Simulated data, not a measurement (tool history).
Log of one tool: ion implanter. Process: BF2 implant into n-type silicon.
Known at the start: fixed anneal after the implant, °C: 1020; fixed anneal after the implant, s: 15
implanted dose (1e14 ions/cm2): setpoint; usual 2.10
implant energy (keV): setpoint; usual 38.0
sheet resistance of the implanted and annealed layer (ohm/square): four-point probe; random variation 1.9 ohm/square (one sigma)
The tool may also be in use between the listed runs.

run   hour  implanted dose (1e14 ions/cm2)  implant energy (keV)  read-back reference wafer on the same gauge, sheet resistance  sheet resistance of the implanted and annealed layer (ohm/square)
  1    0.0                            2.10                  38.0                                                         458.91                                                             507.10
  2   24.4                            2.10                  38.0                                                         459.36                                                             509.37
  3  112.0                            2.10                  38.0                                                         460.05                                                             505.39
  4  154.7                            2.10                  38.0                                                         459.02                                                             511.91
  5  246.1                            2.10                  38.0                                                         459.10                                                             507.21
  6  293.9                            2.10                  38.0                                                         459.65                                                             507.85
  7  360.3                            2.10                  38.0                                                         458.37                                                             508.31
     393.6  -- gauge calibrated
  8  411.1                            2.25                  38.0                                                         459.28                                                             481.19
     450.2  -- extraction supply calibrated
  9  468.8                            2.25                  38.0                                                         458.86                                                             480.88
 10  518.4                            2.25                  38.0                                                         459.59                                                             480.36
     531.7  -- Faraday cup replaced and dose calibrated
 11  574.5                            2.10                  38.0                                                         458.52                                                             492.11

Forecast run 12:
 12  613.9                            2.44                  48.5                                                              ?                                                                  ?

{"run 12": {"read-back reference wafer on the same gauge, sheet resistance": 458.43, "sheet resistance of the implanted and annealed layer (ohm/square)": 428.88}}
Without the tool's hidden state the same run would have given sheet resistance of the implanted and annealed layer (ohm/square) 428.02.
